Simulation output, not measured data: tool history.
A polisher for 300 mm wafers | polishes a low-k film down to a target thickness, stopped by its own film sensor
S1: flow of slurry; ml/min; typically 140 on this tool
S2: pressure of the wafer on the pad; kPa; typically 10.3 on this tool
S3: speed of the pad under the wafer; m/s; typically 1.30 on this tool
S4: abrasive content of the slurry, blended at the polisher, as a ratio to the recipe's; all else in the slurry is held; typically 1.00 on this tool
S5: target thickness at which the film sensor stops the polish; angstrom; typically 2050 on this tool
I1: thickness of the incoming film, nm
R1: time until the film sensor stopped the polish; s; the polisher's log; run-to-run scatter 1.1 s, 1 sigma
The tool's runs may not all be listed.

run   hour   S1    S2    S3    S4    S5     I1     R1
  1    0.0  140  10.3  1.30  1.00  2050  262.5  128.1
      15.5  -- head pressure recalibrated
  2   17.6  140  10.3  1.30  1.00  2130  263.1  111.0
  3   37.3  140  10.3  1.30  1.00  2050  262.7  128.1
  4   64.8  140  10.3  1.30  1.00  2050  255.1  111.4
  5   96.0  140  10.3  1.30  1.00  2050  260.8  125.7
  6  118.7  140  10.3  1.30  1.00  2050  255.7  113.6
  7  133.6  140  10.3  1.30  1.00  2220  260.3   87.2
  8  148.3  140  10.3  1.18  1.00  2050  262.7  140.9
     165.3  -- conditioning disc replaced and pad reconditioned
  9  182.2  140  10.3  1.72  1.00  2050  262.6  106.4
 10  199.0  140  10.3  1.30  1.25  2050  263.6  121.5
     205.0  -- worn pad replaced by a new one
 11  229.4  140  10.3  1.48  1.00  2050  256.7  107.7
     234.3  -- slurry blender recalibrated
 12  257.0  140  12.4  1.30  0.90  1900  261.6  143.2
 13  283.7  140  12.4  0.96  1.00  2050  263.2  141.5
 14  303.7  140  10.3  1.02  1.00  2120  255.4  119.4
 15  319.7  140  10.3  1.30  0.75  2050  263.4  152.6
 16  345.1  140  10.3  1.30  1.00  2050  258.4  121.1
     363.7  -- slurry nozzle cleaned
 17  371.0  140  10.3  1.30  1.00  2050  259.1  122.7
 18  383.8  140  13.8  1.54  0.75  1900  258.9  121.8
     399.6  -- worn pad replaced by a new one
 19  400.1  140  10.3  1.30  1.00  2050  262.1  131.2
 20  413.1  170   9.0  1.30  1.10  2150  263.0  118.1
     475.5  -- conditioning disc replaced and pad reconditioned
     477.2  -- slurry blender recalibrated
 21  499.7  105  10.3  1.30  0.75  2230  258.2   93.4
 22  533.9  140  10.3  1.30  1.00  2050  262.4  127.2
 23  555.9  165  13.1  1.76  1.00  2210  263.8   60.2
 24  578.3  180  10.3  0.86  1.00  2050  256.1  153.6
 25  601.0  180  13.1  1.30  0.75  2050  263.0  115.5
     626.2  -- worn pad replaced by a new one
 26  626.7  140  10.3  1.30  0.75  2050  259.2  140.7

Each row is a separate what-if for the run after 26, all from the same tool condition, not one after another. Results?
  A  627.2  140  10.3  1.30  1.00  2050  256.1   ?
  B  627.2  165   7.6  1.72  1.15  2050  256.1   ?
  C  627.2  140  10.3  1.10  1.00  1940  256.1   ?

run     R1
  A  114.8
  B  111.8
  C  159.4
With the hidden condition removed and each run's random variation left untouched, the same runs would have given:
run     R1
  A  112.4
  B  109.7
  C  156.2
